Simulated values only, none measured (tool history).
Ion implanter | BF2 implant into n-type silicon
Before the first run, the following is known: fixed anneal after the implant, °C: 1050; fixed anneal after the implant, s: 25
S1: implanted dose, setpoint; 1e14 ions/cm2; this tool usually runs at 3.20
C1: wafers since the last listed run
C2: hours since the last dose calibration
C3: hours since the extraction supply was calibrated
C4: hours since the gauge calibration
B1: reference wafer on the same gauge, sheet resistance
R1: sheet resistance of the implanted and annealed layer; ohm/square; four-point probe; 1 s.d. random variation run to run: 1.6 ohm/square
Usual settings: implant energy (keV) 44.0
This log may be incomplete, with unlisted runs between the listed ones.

run 1 hour=0.0 | S1=3.20 implant_energy_(keV)=32.0 | C1=0 C2=455.0 C3=5267.9 C4=340.9 | B1=275.55 | R1=319.39
run 2 hour=13.9 | S1=3.20 implant_energy_(keV)=32.0 | C1=503 C2=468.9 C3=5281.8 C4=354.8 | B1=275.91 | R1=315.89
run 3 hour=20.6 | S1=3.20 implant_energy_(keV)=32.0 | C1=242 C2=475.6 C3=5288.5 C4=361.5 | B1=275.75 | R1=319.05
run 4 hour=33.4 | S1=2.73 implant_energy_(keV)=38.5 | C1=463 C2=488.4 C3=5301.3 C4=374.3 | B1=275.81 | R1=353.36
run 5 hour=49.5 | S1=2.73 implant_energy_(keV)=38.5 | C1=582 C2=504.5 C3=5317.4 C4=390.4 | B1=275.85 | R1=351.75
run 6 hour=58.6 | S1=3.20 implant_energy_(keV)=44.0 | C1=329 C2=513.6 C3=5326.5 C4=399.5 | B1=276.14 | R1=308.53
run 7 hour=74.6 | S1=3.20 implant_energy_(keV)=44.0 | C1=579 C2=529.6 C3=5342.5 C4=415.5 | B1=276.13 | R1=306.63
run 8 hour=87.5 | S1=3.20 implant_energy_(keV)=44.0 | C1=466 C2=542.5 C3=5355.4 C4=428.4 | B1=276.15 | R1=306.98
run 9 hour=100.9 | S1=3.20 implant_energy_(keV)=44.0 | C1=485 C2=555.9 C3=5368.8 C4=441.8 | B1=276.26 | R1=308.17
run 10 hour=114.4 | S1=2.82 implant_energy_(keV)=44.0 | C1=488 C2=569.4 C3=5382.3 C4=455.3 | B1=276.00 | R1=341.78
run 11 hour=121.5 | S1=2.82 implant_energy_(keV)=44.0 | C1=256 C2=576.5 C3=5389.4 C4=462.4 | B1=276.11 | R1=345.35
run 12 hour=138.4 | S1=2.82 implant_energy_(keV)=44.0 | C1=611 C2=593.4 C3=5406.3 C4=479.3 | B1=276.11 | R1=340.53
-- hour=146.6 Faraday cup replaced and dose calibrated
run 13 hour=155.2 | S1=2.74 implant_energy_(keV)=44.0 | C1=318 C2=8.6 C3=5423.1 C4=496.1 | B1=276.32 | R1=337.63
run 14 hour=163.0 | S1=3.43 implant_energy_(keV)=44.0 | C1=282 C2=16.4 C3=5430.9 C4=503.9 | B1=275.87 | R1=282.03
run 15 hour=180.1 | S1=3.43 implant_energy_(keV)=44.0 | C1=618 C2=33.5 C3=5448.0 C4=521.0 | B1=275.91 | R1=280.51
run 16 hour=189.4 | S1=2.70 implant_energy_(keV)=44.0 | C1=336 C2=42.8 C3=5457.3 C4=530.3 | B1=276.20 | R1=343.15
run 17 hour=198.3 | S1=3.20 implant_energy_(keV)=55.0 | C1=322 C2=51.7 C3=5466.2 C4=539.2 | B1=275.99 | R1=289.86
run 18 hour=204.5 | S1=2.86 implant_energy_(keV)=51.5 | C1=224 C2=57.9 C3=5472.4 C4=545.4 | B1=275.78 | R1=324.70
run 19 hour=218.5 | S1=2.54 implant_energy_(keV)=44.0 | C1=506 C2=71.9 C3=5486.4 C4=559.4 | B1=275.82 | R1=359.32
run 20 hour=227.8 | S1=2.37 implant_energy_(keV)=39.0 | C1=336 C2=81.2 C3=5495.7 C4=568.7 | B1=275.67 | R1=389.52
run 21 hour=234.2 | S1=3.47 implant_energy_(keV)=56.5 | C1=231 C2=87.6 C3=5502.1 C4=575.1 | B1=275.53 | R1=272.38
run 22 hour=240.4 | S1=2.49 implant_energy_(keV)=33.0 | C1=224 C2=93.8 C3=5508.3 C4=581.3 | B1=276.26 | R1=385.04
-- hour=242.7 gauge calibrated
run 23 hour=257.3 | S1=3.20 implant_energy_(keV)=58.0 | C1=611 C2=110.7 C3=5525.2 C4=14.6 | B1=275.80 | R1=290.63
run 24 hour=267.0 | S1=3.20 implant_energy_(keV)=44.0 | C1=351 C2=120.4 C3=5534.9 C4=24.3 | B1=275.96 | R1=301.95
run 25 hour=279.4 | S1=3.20 implant_energy_(keV)=44.0 | C1=448 C2=132.8 C3=5547.3 C4=36.7 | B1=276.14 | R1=301.53
-- hour=290.4 extraction supply calibrated
run 26 hour=290.8 | S1=2.37 implant_energy_(keV)=39.0 | C1=123 C2=144.2 C3=0.4 C4=48.1 | B1=275.64 | R1=391.56
run 27 hour=305.9 | S1=3.53 implant_energy_(keV)=40.0 | C1=546 C2=159.3 C3=15.5 C4=63.2 | B1=275.70 | R1=281.33
run 28 hour=320.8 | S1=3.88 implant_energy_(keV)=44.0 | C1=539 C2=174.2 C3=30.4 C4=78.1 | B1=276.25 | R1=257.45
run 29 hour=329.3 | S1=3.93 implant_energy_(keV)=44.0 | C1=307 C2=182.7 C3=38.9 C4=86.6 | B1=275.72 | R1=257.82
run 30 hour=382.0 | S1=3.20 implant_energy_(keV)=44.0 | C1=1907 C2=235.4 C3=91.6 C4=139.3 | B1=275.98 | R1=305.21
run 31 hour=403.7 | S1=3.20 implant_energy_(keV)=44.0 | C1=785 C2=257.1 C3=113.3 C4=161.0 | B1=275.67 | R1=308.71
run 32 hour=413.5 | S1=3.48 implant_energy_(keV)=29.0 | C1=354 C2=266.9 C3=123.1 C4=170.8 | B1=276.07 | R1=295.71
run 33 hour=420.4 | S1=3.20 implant_energy_(keV)=44.0 | C1=249 C2=273.8 C3=130.0 C4=177.7 | B1=275.92 | R1=306.33
run 34 hour=437.8 | S1=3.20 implant_energy_(keV)=44.0 | C1=629 C2=291.2 C3=147.4 C4=195.1 | B1=275.93 | R1=305.79
run 35 hour=449.3 | S1=2.61 implant_energy_(keV)=33.5 | C1=416 C2=302.7 C3=158.9 C4=206.6 | B1=275.68 | R1=371.04
run 36 hour=457.8 | S1=2.32 implant_energy_(keV)=30.5 | C1=307 C2=311.2 C3=167.4 C4=215.1 | B1=275.82 | R1=412.77
run 37 hour=472.0 | S1=2.52 implant_energy_(keV)=55.5 | C1=513 C2=325.4 C3=181.6 C4=229.3 | B1=275.61 | R1=363.35
run 38 hour=483.6 | S1=2.37 implant_energy_(keV)=34.0 | C1=419 C2=337.0 C3=193.2 C4=240.9 | B1=275.74 | R1=405.41

Alternative continuations, all from the tool just after run 38; predict every row:
run A hour=484.0 | S1=3.20 implant_energy_(keV)=44.0 | C1=14 C2=337.4 C3=193.6 C4=241.3 | B1=? | R1=?
run B hour=484.0 | S1=4.12 implant_energy_(keV)=56.5 | C1=14 C2=337.4 C3=193.6 C4=241.3 | B1=? | R1=?
run C hour=484.0 | S1=3.20 implant_energy_(keV)=31.0 | C1=14 C2=337.4 C3=193.6 C4=241.3 | B1=? | R1=?

run=A B1=275.81 R1=306.67
run=B B1=275.81 R1=242.88
run=C B1=275.81 R1=317.37
Had the tool no hidden state, the same runs would have come out as:
run=A R1=297.74
run=B R1=235.88
run=C R1=307.90

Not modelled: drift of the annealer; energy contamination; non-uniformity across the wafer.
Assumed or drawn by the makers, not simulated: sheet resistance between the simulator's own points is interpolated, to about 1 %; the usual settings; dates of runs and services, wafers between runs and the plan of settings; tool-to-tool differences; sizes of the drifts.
